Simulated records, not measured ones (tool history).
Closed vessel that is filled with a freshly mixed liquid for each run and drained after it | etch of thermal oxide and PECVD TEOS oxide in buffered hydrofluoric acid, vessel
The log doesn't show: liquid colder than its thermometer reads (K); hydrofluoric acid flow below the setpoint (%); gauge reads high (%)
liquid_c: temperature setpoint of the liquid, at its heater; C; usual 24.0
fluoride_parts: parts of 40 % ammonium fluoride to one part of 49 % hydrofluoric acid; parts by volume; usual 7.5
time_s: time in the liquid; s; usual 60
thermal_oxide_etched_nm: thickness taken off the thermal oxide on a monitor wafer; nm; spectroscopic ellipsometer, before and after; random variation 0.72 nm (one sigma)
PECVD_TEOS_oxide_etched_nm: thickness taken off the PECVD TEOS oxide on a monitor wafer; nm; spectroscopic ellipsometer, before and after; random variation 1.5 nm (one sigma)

| run | hour | liquid_c | fluoride_parts | time_s | wafers since the last listed run | hours since the thermometer was replaced | hours since the hydrofluoric acid flow meter was replaced | hours since the gauge calibration | read-back film thickness of the thermal oxide reference wafer, read on the same gauge (nm) | read-back film thickness of the PECVD TEOS oxide reference wafer, read on the same gauge (nm) | thermal_oxide_etched_nm | PECVD_TEOS_oxide_etched_nm |
|---|---|---|---|---|---|---|---|---|---|---|---|---|
| 1 | 0.0 | 24.0 | 7.5 | 60 | 0 | 48.3 | 1458.1 | 1135.4 | 110.02 | 89.99 | 82.74 | 221.54 |
| 2 | 40.8 | 24.0 | 7.5 | 60 | 4967 | 89.1 | 1498.9 | 1176.2 | 109.99 | 90.04 | 82.62 | 220.68 |
| 3 | 110.8 | 24.0 | 7.5 | 60 | 8523 | 159.1 | 1568.9 | 1246.2 | 109.97 | 89.98 | 84.82 | 223.37 |
| 4 | 167.0 | 24.0 | 7.5 | 60 | 6843 | 215.3 | 1625.1 | 1302.4 | 109.97 | 90.00 | 85.14 | 220.11 |
| 5 | 217.5 | 24.0 | 7.5 | 60 | 6149 | 265.8 | 1675.6 | 1352.9 | 110.02 | 90.02 | 84.26 | 221.19 |
| 6 | 400.3 | 28.5 | 7.5 | 60 | 22258 | 448.6 | 1858.4 | 1535.7 | 110.02 | 89.99 | 108.00 | 287.24 |
|  | 438.0 | hydrofluoric acid flow meter replaced |
|  | 447.8 | thermometer replaced |
| 7 | 452.9 | 24.0 | 7.5 | 60 | 6161 | 5.1 | 14.9 | 1588.3 | 109.96 | 89.99 | 85.23 | 221.61 |
| 8 | 518.8 | 24.0 | 7.5 | 35 | 8024 | 71.0 | 80.8 | 1654.2 | 109.98 | 89.99 | 48.65 | 130.52 |
| 9 | 553.9 | 28.0 | 7.5 | 60 | 4273 | 106.1 | 115.9 | 1689.3 | 110.01 | 90.03 | 102.87 | 270.80 |
| 10 | 583.5 | 24.0 | 7.5 | 30 | 3604 | 135.7 | 145.5 | 1718.9 | 109.99 | 89.97 | 42.27 | 111.64 |
| 11 | 633.2 | 24.0 | 7.5 | 60 | 6051 | 185.4 | 195.2 | 1768.6 | 109.96 | 89.99 | 84.57 | 222.32 |
| 12 | 744.1 | 24.0 | 7.5 | 60 | 13503 | 296.3 | 306.1 | 1879.5 | 110.04 | 89.98 | 83.00 | 222.69 |
|  | 790.3 | gauge calibrated |
| 13 | 794.6 | 22.5 | 6.5 | 75 | 6149 | 346.8 | 356.6 | 4.3 | 109.99 | 89.96 | 112.00 | 290.88 |
| 14 | 840.5 | 26.5 | 6.0 | 45 | 5588 | 392.7 | 402.5 | 50.2 | 109.98 | 90.01 | 89.47 | 236.24 |
| 15 | 897.4 | 22.0 | 6.0 | 45 | 6928 | 449.6 | 459.4 | 107.1 | 110.02 | 89.98 | 69.73 | 183.11 |
| 16 | 961.6 | 28.0 | 7.5 | 45 | 7817 | 513.8 | 523.6 | 171.3 | 110.04 | 89.99 | 77.98 | 208.27 |
| 17 | 1000.9 | 24.0 | 7.5 | 60 | 4785 | 553.1 | 562.9 | 210.6 | 109.99 | 89.98 | 83.76 | 222.47 |
|  | 1013.7 | thermometer replaced |
| 18 | 1057.7 | 19.0 | 10.0 | 35 | 6794 | 44.0 | 619.7 | 267.4 | 110.04 | 89.99 | 28.55 | 76.59 |
| 19 | 1097.8 | 21.5 | 7.5 | 90 | 4882 | 84.1 | 659.8 | 307.5 | 110.00 | 90.04 | 110.13 | 289.33 |
| 20 | 1142.4 | 22.0 | 5.5 | 35 | 5430 | 128.7 | 704.4 | 352.1 | 110.02 | 90.03 | 58.44 | 154.90 |
| 21 | 1212.8 | 24.0 | 7.5 | 60 | 8572 | 199.1 | 774.8 | 422.5 | 110.02 | 90.00 | 84.07 | 223.01 |
| 22 | 1269.3 | 21.0 | 5.0 | 45 | 6879 | 255.6 | 831.3 | 479.0 | 110.00 | 89.96 | 75.93 | 201.36 |
| 23 | 1293.7 | 24.0 | 9.0 | 75 | 2971 | 280.0 | 855.7 | 503.4 | 109.95 | 89.99 | 86.55 | 228.04 |
| 24 | 1346.1 | 24.0 | 7.5 | 60 | 6380 | 332.4 | 908.1 | 555.8 | 109.99 | 89.97 | 83.08 | 223.43 |
| 25 | 1399.9 | 26.5 | 9.0 | 90 | 6550 | 386.2 | 961.9 | 609.6 | 109.98 | 89.96 | 118.10 | 311.47 |
| 26 | 1433.7 | 24.0 | 7.5 | 60 | 4115 | 420.0 | 995.7 | 643.4 | 110.02 | 90.01 | 84.02 | 218.94 |
| 27 | 1487.2 | 20.5 | 7.5 | 60 | 6514 | 473.5 | 1049.2 | 696.9 | 109.94 | 89.98 | 69.85 | 183.25 |

3 ways to go on from here, each from the tool as it stands after run 27. What would each give?
| A | 1487.9 | 24.0 | 6.0 | 60 | 85 | 474.2 | 1049.9 | 697.6 | ? | ? | ? | ? |
| B | 1487.9 | 24.0 | 7.5 | 75 | 85 | 474.2 | 1049.9 | 697.6 | ? | ? | ? | ? |
| C | 1487.9 | 24.0 | 9.0 | 40 | 85 | 474.2 | 1049.9 | 697.6 | ? | ? | ? | ? |

| run | read-back film thickness of the thermal oxide reference wafer, read on the same gauge (nm) | read-back film thickness of the PECVD TEOS oxide reference wafer, read on the same gauge (nm) | thermal_oxide_etched_nm | PECVD_TEOS_oxide_etched_nm |
|---|---|---|---|---|
| A | 109.97 | 90.04 | 104.29 | 274.84 |
| B | 109.97 | 90.04 | 105.88 | 279.03 |
| C | 109.97 | 90.04 | 46.35 | 122.14 |
Without the tool's hidden state the same runs would have given:
| run | thermal_oxide_etched_nm | PECVD_TEOS_oxide_etched_nm |
|---|---|---|
| A | 104.29 | 274.84 |
| B | 105.88 | 279.03 |
| C | 46.35 | 122.14 |
